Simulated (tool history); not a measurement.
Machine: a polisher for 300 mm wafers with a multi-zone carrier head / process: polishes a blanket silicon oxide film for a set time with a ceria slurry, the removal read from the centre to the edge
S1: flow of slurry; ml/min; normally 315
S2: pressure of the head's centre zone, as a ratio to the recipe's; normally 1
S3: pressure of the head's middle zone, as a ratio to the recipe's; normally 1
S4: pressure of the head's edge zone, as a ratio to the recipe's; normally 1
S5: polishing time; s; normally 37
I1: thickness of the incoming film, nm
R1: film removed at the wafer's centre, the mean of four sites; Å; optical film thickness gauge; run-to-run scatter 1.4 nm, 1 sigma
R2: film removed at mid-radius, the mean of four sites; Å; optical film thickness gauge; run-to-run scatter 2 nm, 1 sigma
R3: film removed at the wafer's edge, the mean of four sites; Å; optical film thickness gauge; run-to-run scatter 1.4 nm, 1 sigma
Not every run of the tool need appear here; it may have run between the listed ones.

| run | hour | S1 | S2 | S3 | S4 | S5 | I1 | R1 | R2 | R3 |
|---|---|---|---|---|---|---|---|---|---|---|
| 1 | 0 | 315 | 1 | 1 | 0.96 | 37 | 945.4 | 2296 | 2346 | 2317 |
|  | 28.3 | worn pad replaced by a new one |
| 2 | 253.1 | 315 | 1 | 1 | 1 | 37 | 931.4 | 2294 | 2302 | 2357 |
| 3 | 337.8 | 315 | 1 | 1 | 1 | 46 | 929.5 | 2866 | 2941 | 2934 |
| 4 | 417.3 | 315 | 1 | 1 | 1 | 46 | 940 | 2811 | 2901 | 2896 |
|  | 449.5 | worn pad replaced by a new one |
| 5 | 511.2 | 315 | 1 | 1 | 1 | 46 | 925.7 | 2840 | 2855 | 2908 |
|  | 522.5 | centre zone pressure recalibrated |
| 6 | 614.5 | 315 | 1 | 0.91 | 1 | 40 | 943.4 | 2426 | 2354 | 2481 |
|  | 644.7 | slurry nozzle cleaned |
| 7 | 694.3 | 315 | 1 | 0.91 | 1 | 40 | 930.7 | 2391 | 2309 | 2480 |
| 8 | 786.2 | 315 | 1 | 0.91 | 1 | 40 | 944.2 | 2397 | 2257 | 2438 |
| 9 | 829.5 | 315 | 1 | 1 | 1 | 37 | 938.8 | 2177 | 2276 | 2270 |
| 10 | 917.3 | 315 | 1 | 1 | 1 | 37 | 922.9 | 2188 | 2280 | 2271 |
|  | 920.2 | edge zone pressure recalibrated |
|  | 931.1 | worn pad replaced by a new one |
| 11 | 969.9 | 245 | 1.1 | 1.04 | 0.94 | 37 | 932.4 | 2317 | 2259 | 2152 |
|  | 1031.1 | carrier head's membrane replaced by a new one |
| 12 | 1062.1 | 315 | 1 | 1 | 1 | 26 | 924.6 | 1524 | 1537 | 1587 |
|  | 1153.8 | slurry nozzle cleaned, repeated, since the last time left the tool worse |
| 13 | 1159.1 | 215 | 1 | 1 | 1 | 37 | 930.8 | 2229 | 2266 | 2276 |

What will run 14 give?
|  | 1170.8 | centre zone pressure recalibrated |
| 14 | 1213.9 | 315 | 1 | 1 | 1 | 37 | 926.5 | ? | ? | ? |

Logged for run 14: R1 2332 Å, R2 2345 Å, R3 2353 Å.
With no hidden state in the tool, this same run would have given R1 2340 Å, R2 2352 Å, R3 2358 Å.

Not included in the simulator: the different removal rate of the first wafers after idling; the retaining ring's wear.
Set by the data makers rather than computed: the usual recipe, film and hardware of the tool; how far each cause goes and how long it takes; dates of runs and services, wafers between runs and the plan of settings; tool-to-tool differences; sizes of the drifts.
